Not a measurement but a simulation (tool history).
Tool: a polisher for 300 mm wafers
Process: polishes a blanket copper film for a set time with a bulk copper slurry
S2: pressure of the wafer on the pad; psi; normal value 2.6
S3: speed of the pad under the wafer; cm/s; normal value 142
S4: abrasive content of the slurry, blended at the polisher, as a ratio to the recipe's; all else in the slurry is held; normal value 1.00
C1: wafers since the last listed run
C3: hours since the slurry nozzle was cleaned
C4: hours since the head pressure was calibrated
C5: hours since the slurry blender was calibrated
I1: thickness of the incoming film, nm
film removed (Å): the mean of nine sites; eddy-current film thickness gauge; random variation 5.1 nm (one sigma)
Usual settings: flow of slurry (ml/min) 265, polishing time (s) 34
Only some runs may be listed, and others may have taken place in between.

{"run": 1, "day": 0.0, "flow of slurry (ml/min)": 265, "S2": 2.6, "S3": 142, "S4": 1.0, "polishing time (s)": 34, "C1": 0, "wafers polished on this pad": 1533, "C3": 37.1, "C4": 73.6, "C5": 263.8, "I1": 3278.1, "film removed (Å)": 3894}
{"day": 0.746, "done": "slurry blender recalibrated"}
{"run": 2, "day": 2.779, "flow of slurry (ml/min)": 265, "S2": 2.6, "S3": 142, "S4": 1.0, "polishing time (s)": 34, "C1": 852, "wafers polished on this pad": 2385, "C3": 103.8, "C4": 140.3, "C5": 48.8, "I1": 3323.5, "film removed (Å)": 3806}
{"day": 3.412, "done": "worn pad replaced by a new one"}
{"run": 3, "day": 4.312, "flow of slurry (ml/min)": 265, "S2": 2.6, "S3": 142, "S4": 1.0, "polishing time (s)": 34, "C1": 432, "wafers polished on this pad": 284, "C3": 140.6, "C4": 177.1, "C5": 85.6, "I1": 3298.3, "film removed (Å)": 3787}
{"run": 4, "day": 5.408, "flow of slurry (ml/min)": 265, "S2": 2.6, "S3": 142, "S4": 1.0, "polishing time (s)": 34, "C1": 346, "wafers polished on this pad": 631, "C3": 166.9, "C4": 203.4, "C5": 111.9, "I1": 3304.2, "film removed (Å)": 3766}
{"run": 5, "day": 8.396, "flow of slurry (ml/min)": 265, "S2": 2.6, "S3": 142, "S4": 1.0, "polishing time (s)": 34, "C1": 944, "wafers polished on this pad": 1575, "C3": 238.6, "C4": 275.1, "C5": 183.6, "I1": 3331.3, "film removed (Å)": 3749}
{"run": 6, "day": 9.796, "flow of slurry (ml/min)": 265, "S2": 2.6, "S3": 142, "S4": 1.0, "polishing time (s)": 34, "C1": 442, "wafers polished on this pad": 2018, "C3": 272.2, "C4": 308.7, "C5": 217.2, "I1": 3296.0, "film removed (Å)": 3695}
{"day": 12.279, "done": "worn pad replaced by a new one"}
{"run": 7, "day": 12.638, "flow of slurry (ml/min)": 265, "S2": 2.6, "S3": 142, "S4": 1.0, "polishing time (s)": 34, "C1": 845, "wafers polished on this pad": 113, "C3": 340.4, "C4": 376.9, "C5": 285.4, "I1": 3242.1, "film removed (Å)": 3593}
{"day": 13.358, "done": "head pressure recalibrated"}
{"day": 13.729, "done": "slurry blender recalibrated"}
{"run": 8, "day": 13.962, "flow of slurry (ml/min)": 265, "S2": 2.6, "S3": 142, "S4": 1.0, "polishing time (s)": 34, "C1": 366, "wafers polished on this pad": 479, "C3": 372.2, "C4": 14.5, "C5": 5.6, "I1": 3275.3, "film removed (Å)": 3356}
{"run": 9, "day": 15.162, "flow of slurry (ml/min)": 265, "S2": 2.6, "S3": 142, "S4": 1.0, "polishing time (s)": 34, "C1": 379, "wafers polished on this pad": 859, "C3": 401.0, "C4": 43.3, "C5": 34.4, "I1": 3245.8, "film removed (Å)": 3353}
{"run": 10, "day": 18.067, "flow of slurry (ml/min)": 265, "S2": 2.6, "S3": 142, "S4": 1.0, "polishing time (s)": 34, "C1": 918, "wafers polished on this pad": 1777, "C3": 470.7, "C4": 113.0, "C5": 104.1, "I1": 3276.3, "film removed (Å)": 3316}
{"day": 19.404, "done": "worn pad replaced by a new one"}
{"day": 20.288, "done": "head pressure recalibrated, repeated, since the last time left the tool worse"}
{"run": 11, "day": 20.921, "flow of slurry (ml/min)": 265, "S2": 3.1, "S3": 114, "S4": 1.0, "polishing time (s)": 44, "C1": 823, "wafers polished on this pad": 452, "C3": 539.2, "C4": 15.2, "C5": 172.6, "I1": 3311.5, "film removed (Å)": 4576}
{"run": 12, "day": 22.075, "flow of slurry (ml/min)": 330, "S2": 2.6, "S3": 182, "S4": 1.0, "polishing time (s)": 34, "C1": 364, "wafers polished on this pad": 817, "C3": 566.9, "C4": 42.9, "C5": 200.3, "I1": 3263.7, "film removed (Å)": 5050}
{"run": 13, "day": 24.204, "flow of slurry (ml/min)": 335, "S2": 2.6, "S3": 142, "S4": 1.0, "polishing time (s)": 34, "C1": 673, "wafers polished on this pad": 1490, "C3": 618.0, "C4": 94.0, "C5": 251.4, "I1": 3310.7, "film removed (Å)": 3904}
{"day": 24.35, "done": "slurry blender recalibrated"}
{"run": 14, "day": 25.292, "flow of slurry (ml/min)": 265, "S2": 2.6, "S3": 142, "S4": 1.0, "polishing time (s)": 34, "C1": 317, "wafers polished on this pad": 1808, "C3": 644.1, "C4": 120.1, "C5": 22.6, "I1": 3287.2, "film removed (Å)": 3762}
{"run": 15, "day": 28.171, "flow of slurry (ml/min)": 265, "S2": 2.6, "S3": 142, "S4": 1.0, "polishing time (s)": 34, "C1": 910, "wafers polished on this pad": 2718, "C3": 713.2, "C4": 189.2, "C5": 91.7, "I1": 3292.3, "film removed (Å)": 3866}
{"day": 28.35, "done": "worn pad replaced by a new one"}
{"run": 16, "day": 29.492, "flow of slurry (ml/min)": 265, "S2": 2.6, "S3": 142, "S4": 1.0, "polishing time (s)": 40, "C1": 364, "wafers polished on this pad": 360, "C3": 744.9, "C4": 220.9, "C5": 123.4, "I1": 3254.6, "film removed (Å)": 4478}
{"day": 30.004, "done": "slurry nozzle cleaned"}
{"run": 17, "day": 30.779, "flow of slurry (ml/min)": 200, "S2": 2.6, "S3": 110, "S4": 1.0, "polishing time (s)": 34, "C1": 393, "wafers polished on this pad": 754, "C3": 18.6, "C4": 251.8, "C5": 154.3, "I1": 3279.2, "film removed (Å)": 2838}
{"run": 18, "day": 32.725, "flow of slurry (ml/min)": 265, "S2": 2.6, "S3": 142, "S4": 0.9, "polishing time (s)": 43, "C1": 615, "wafers polished on this pad": 1369, "C3": 65.3, "C4": 298.5, "C5": 201.0, "I1": 3339.9, "film removed (Å)": 4616}
{"day": 34.717, "done": "head pressure recalibrated"}
{"run": 19, "day": 35.367, "flow of slurry (ml/min)": 265, "S2": 2.6, "S3": 128, "S4": 1.0, "polishing time (s)": 34, "C1": 808, "wafers polished on this pad": 2178, "C3": 128.7, "C4": 15.6, "C5": 264.4, "I1": 3325.1, "film removed (Å)": 3474}
{"day": 36.842, "done": "worn pad replaced by a new one"}
{"day": 38.008, "done": "slurry blender recalibrated"}
{"run": 20, "day": 38.029, "flow of slurry (ml/min)": 265, "S2": 2.6, "S3": 142, "S4": 1.0, "polishing time (s)": 34, "C1": 762, "wafers polished on this pad": 348, "C3": 192.6, "C4": 79.5, "C5": 0.5, "I1": 3316.4, "film removed (Å)": 3895}
{"run": 21, "day": 39.121, "flow of slurry (ml/min)": 265, "S2": 2.6, "S3": 142, "S4": 1.2, "polishing time (s)": 22, "C1": 345, "wafers polished on this pad": 694, "C3": 218.8, "C4": 105.7, "C5": 26.7, "I1": 3354.1, "film removed (Å)": 2617}

Predict each of these 5 candidate next runs independently; none follows another, all start after run 21:
{"run": "A", "day": 39.138, "flow of slurry (ml/min)": 265, "S2": 2.6, "S3": 142, "S4": 1.0, "polishing time (s)": 41, "C1": 5, "wafers polished on this pad": 699, "C3": 219.2, "C4": 106.1, "C5": 27.1, "I1": 3328.1, "film removed (Å)": "?"}
{"run": "B", "day": 39.138, "flow of slurry (ml/min)": 265, "S2": 2.6, "S3": 142, "S4": 1.3, "polishing time (s)": 34, "C1": 5, "wafers polished on this pad": 699, "C3": 219.2, "C4": 106.1, "C5": 27.1, "I1": 3328.1, "film removed (Å)": "?"}
{"run": "C", "day": 39.138, "flow of slurry (ml/min)": 235, "S2": 2.6, "S3": 142, "S4": 1.1, "polishing time (s)": 44, "C1": 5, "wafers polished on this pad": 699, "C3": 219.2, "C4": 106.1, "C5": 27.1, "I1": 3328.1, "film removed (Å)": "?"}
{"run": "D", "day": 39.138, "flow of slurry (ml/min)": 335, "S2": 2.2, "S3": 142, "S4": 0.85, "polishing time (s)": 37, "C1": 5, "wafers polished on this pad": 699, "C3": 219.2, "C4": 106.1, "C5": 27.1, "I1": 3328.1, "film removed (Å)": "?"}
{"run": "E", "day": 39.138, "flow of slurry (ml/min)": 265, "S2": 2.6, "S3": 184, "S4": 1.1, "polishing time (s)": 37, "C1": 5, "wafers polished on this pad": 699, "C3": 219.2, "C4": 106.1, "C5": 27.1, "I1": 3328.1, "film removed (Å)": "?"}

run=A film_removed_(Å)=4601
run=B film_removed_(Å)=4082
run=C film_removed_(Å)=5000
run=D film_removed_(Å)=3546
run=E film_removed_(Å)=5514
With no hidden state in the tool, these same runs would have given:
run=A film_removed_(Å)=4605
run=B film_removed_(Å)=4086
run=C film_removed_(Å)=5004
run=D film_removed_(Å)=3549
run=E film_removed_(Å)=5519
